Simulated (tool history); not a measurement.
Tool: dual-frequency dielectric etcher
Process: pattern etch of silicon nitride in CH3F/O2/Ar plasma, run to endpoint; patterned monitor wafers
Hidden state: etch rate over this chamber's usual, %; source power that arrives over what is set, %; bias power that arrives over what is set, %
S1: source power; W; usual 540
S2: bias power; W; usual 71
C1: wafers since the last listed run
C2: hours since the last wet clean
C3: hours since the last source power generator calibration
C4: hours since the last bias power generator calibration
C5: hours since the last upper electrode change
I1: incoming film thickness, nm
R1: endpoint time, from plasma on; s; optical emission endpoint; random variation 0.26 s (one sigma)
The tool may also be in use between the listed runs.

run	hour	S1	S2	C1	C2	C3	C4	C5	I1	R1
1	0.0	640	61	0	317.2	3204.1	3231.4	2299.0	43.40	50.5
2	53.3	640	61	425	370.5	3257.4	3284.7	2352.3	43.73	50.2
3	101.1	640	61	381	418.3	3305.2	3332.5	2400.1	43.78	50.4
4	164.5	540	83	506	481.7	3368.6	3395.9	2463.5	43.57	50.3
5	202.5	540	83	303	519.7	3406.6	3433.9	2501.5	43.11	49.2
# hour 278.6: source power generator calibrated
# hour 288.4: bias power generator calibrated
# hour 290.4: wet clean of the chamber
6	290.9	540	71	626	0.5	12.3	2.5	2589.9	43.12	54.4
7	317.6	540	71	213	27.2	39.0	29.2	2616.6	43.84	54.8
8	380.4	640	77	501	90.0	101.8	92.0	2679.4	43.19	47.8
9	469.6	480	79	712	179.2	191.0	181.2	2768.6	43.66	55.6

The next listed run, before its measurement:
10	521.3	540	71	412	230.9	242.7	232.9	2820.3	43.28	?

R1: 53.3 s
Without the tool's hidden state the same run would have given R1 54.5 s.
